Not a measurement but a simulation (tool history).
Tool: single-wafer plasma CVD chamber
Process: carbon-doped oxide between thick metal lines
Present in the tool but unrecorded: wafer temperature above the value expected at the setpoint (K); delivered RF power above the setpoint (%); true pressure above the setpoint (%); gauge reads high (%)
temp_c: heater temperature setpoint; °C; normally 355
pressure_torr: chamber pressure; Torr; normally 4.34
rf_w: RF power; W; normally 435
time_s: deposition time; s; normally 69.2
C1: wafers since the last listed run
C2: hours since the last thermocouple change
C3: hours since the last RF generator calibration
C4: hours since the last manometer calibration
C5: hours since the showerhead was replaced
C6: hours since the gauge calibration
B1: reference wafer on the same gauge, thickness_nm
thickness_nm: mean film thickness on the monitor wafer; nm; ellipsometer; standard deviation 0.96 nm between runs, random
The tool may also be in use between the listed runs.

{"run": 1, "day": 0.0, "temp_c": 355, "pressure_torr": 4.34, "rf_w": 435, "time_s": 69.2, "C1": 0, "C2": 238.8, "C3": 845.3, "C4": 1667.6, "C5": 5915.9, "C6": 815.0, "B1": 308.141, "thickness_nm": 301.845}
{"run": 2, "day": 2.921, "temp_c": 355, "pressure_torr": 4.34, "rf_w": 435, "time_s": 69.2, "C1": 1466, "C2": 308.9, "C3": 915.4, "C4": 1737.7, "C5": 5986.0, "C6": 885.1, "B1": 308.202, "thickness_nm": 301.771}
{"run": 3, "day": 6.946, "temp_c": 355, "pressure_torr": 4.34, "rf_w": 435, "time_s": 69.2, "C1": 2021, "C2": 405.5, "C3": 1012.0, "C4": 1834.3, "C5": 6082.6, "C6": 981.7, "B1": 308.014, "thickness_nm": 297.761}
{"run": 4, "day": 11.429, "temp_c": 355, "pressure_torr": 4.34, "rf_w": 435, "time_s": 69.2, "C1": 2251, "C2": 513.1, "C3": 1119.6, "C4": 1941.9, "C5": 6190.2, "C6": 1089.3, "B1": 308.13, "thickness_nm": 296.533}
{"day": 12.796, "done": "RF generator calibrated"}
{"run": 5, "day": 14.742, "temp_c": 355, "pressure_torr": 4.34, "rf_w": 435, "time_s": 61.3, "C1": 1496, "C2": 592.6, "C3": 46.7, "C4": 2021.4, "C5": 6269.7, "C6": 1168.8, "B1": 307.945, "thickness_nm": 271.17}
{"run": 6, "day": 17.804, "temp_c": 355, "pressure_torr": 4.34, "rf_w": 435, "time_s": 78.5, "C1": 1538, "C2": 666.1, "C3": 120.2, "C4": 2094.9, "C5": 6343.2, "C6": 1242.3, "B1": 307.893, "thickness_nm": 344.006}
{"run": 7, "day": 21.046, "temp_c": 355, "pressure_torr": 4.34, "rf_w": 435, "time_s": 69.2, "C1": 1628, "C2": 743.9, "C3": 198.0, "C4": 2172.7, "C5": 6421.0, "C6": 1320.1, "B1": 308.182, "thickness_nm": 306.226}
{"run": 8, "day": 22.862, "temp_c": 355, "pressure_torr": 4.34, "rf_w": 435, "time_s": 69.2, "C1": 912, "C2": 787.5, "C3": 241.6, "C4": 2216.3, "C5": 6464.6, "C6": 1363.7, "B1": 307.836, "thickness_nm": 304.661}
{"run": 9, "day": 24.375, "temp_c": 355, "pressure_torr": 4.34, "rf_w": 435, "time_s": 69.2, "C1": 759, "C2": 823.8, "C3": 277.9, "C4": 2252.6, "C5": 6500.9, "C6": 1400.0, "B1": 307.877, "thickness_nm": 304.962}
{"run": 10, "day": 27.367, "temp_c": 355, "pressure_torr": 4.03, "rf_w": 435, "time_s": 69.2, "C1": 1502, "C2": 895.6, "C3": 349.7, "C4": 2324.4, "C5": 6572.7, "C6": 1471.8, "B1": 307.911, "thickness_nm": 300.454}
{"run": 11, "day": 31.667, "temp_c": 355, "pressure_torr": 4.34, "rf_w": 435, "time_s": 69.2, "C1": 2159, "C2": 998.8, "C3": 452.9, "C4": 2427.6, "C5": 6675.9, "C6": 1575.0, "B1": 307.965, "thickness_nm": 305.294}
{"run": 12, "day": 35.592, "temp_c": 355, "pressure_torr": 4.34, "rf_w": 435, "time_s": 69.2, "C1": 1971, "C2": 1093.0, "C3": 547.1, "C4": 2521.8, "C5": 6770.1, "C6": 1669.2, "B1": 307.613, "thickness_nm": 304.475}
{"run": 13, "day": 38.512, "temp_c": 355, "pressure_torr": 4.34, "rf_w": 435, "time_s": 65.4, "C1": 1466, "C2": 1163.1, "C3": 617.2, "C4": 2591.9, "C5": 6840.2, "C6": 1739.3, "B1": 307.804, "thickness_nm": 284.55}
{"run": 14, "day": 41.971, "temp_c": 355, "pressure_torr": 4.04, "rf_w": 505, "time_s": 69.2, "C1": 1736, "C2": 1246.1, "C3": 700.2, "C4": 2674.9, "C5": 6923.2, "C6": 1822.3, "B1": 308.377, "thickness_nm": 328.639}
{"run": 15, "day": 43.525, "temp_c": 342, "pressure_torr": 4.34, "rf_w": 485, "time_s": 75.7, "C1": 780, "C2": 1283.4, "C3": 737.5, "C4": 2712.2, "C5": 6960.5, "C6": 1859.6, "B1": 307.933, "thickness_nm": 369.034}
{"run": 16, "day": 52.121, "temp_c": 355, "pressure_torr": 4.72, "rf_w": 390, "time_s": 69.2, "C1": 4317, "C2": 1489.7, "C3": 943.8, "C4": 2918.5, "C5": 7166.8, "C6": 2065.9, "B1": 307.959, "thickness_nm": 279.933}
{"run": 17, "day": 54.621, "temp_c": 363, "pressure_torr": 5.23, "rf_w": 490, "time_s": 62.3, "C1": 1255, "C2": 1549.7, "C3": 1003.8, "C4": 2978.5, "C5": 7226.8, "C6": 2125.9, "B1": 307.988, "thickness_nm": 293.637}
{"run": 18, "day": 57.792, "temp_c": 343, "pressure_torr": 4.34, "rf_w": 435, "time_s": 64.4, "C1": 1592, "C2": 1625.8, "C3": 1079.9, "C4": 3054.6, "C5": 7302.9, "C6": 2202.0, "B1": 308.075, "thickness_nm": 284.687}
{"run": 19, "day": 60.638, "temp_c": 367, "pressure_torr": 3.65, "rf_w": 390, "time_s": 78.9, "C1": 1429, "C2": 1694.1, "C3": 1148.2, "C4": 3122.9, "C5": 7371.2, "C6": 2270.3, "B1": 307.695, "thickness_nm": 293.424}
{"day": 61.133, "done": "RF generator calibrated"}
{"run": 20, "day": 64.275, "temp_c": 350, "pressure_torr": 4.34, "rf_w": 405, "time_s": 69.2, "C1": 1659, "C2": 1781.4, "C3": 75.4, "C4": 3210.2, "C5": 7458.5, "C6": 2357.6, "B1": 307.818, "thickness_nm": 294.438}

Run 21 comes next. What will it give?
{"run": 21, "day": 66.229, "temp_c": 355, "pressure_torr": 4.34, "rf_w": 435, "time_s": 69.2, "C1": 981, "C2": 1828.3, "C3": 122.3, "C4": 3257.1, "C5": 7505.4, "C6": 2404.5, "B1": "?", "thickness_nm": "?"}

B1: 307.830
thickness_nm: 304.712 nm
Were there no unlogged condition in the tool, this run, its random variation unchanged, would have produced thickness_nm 305.318 nm.
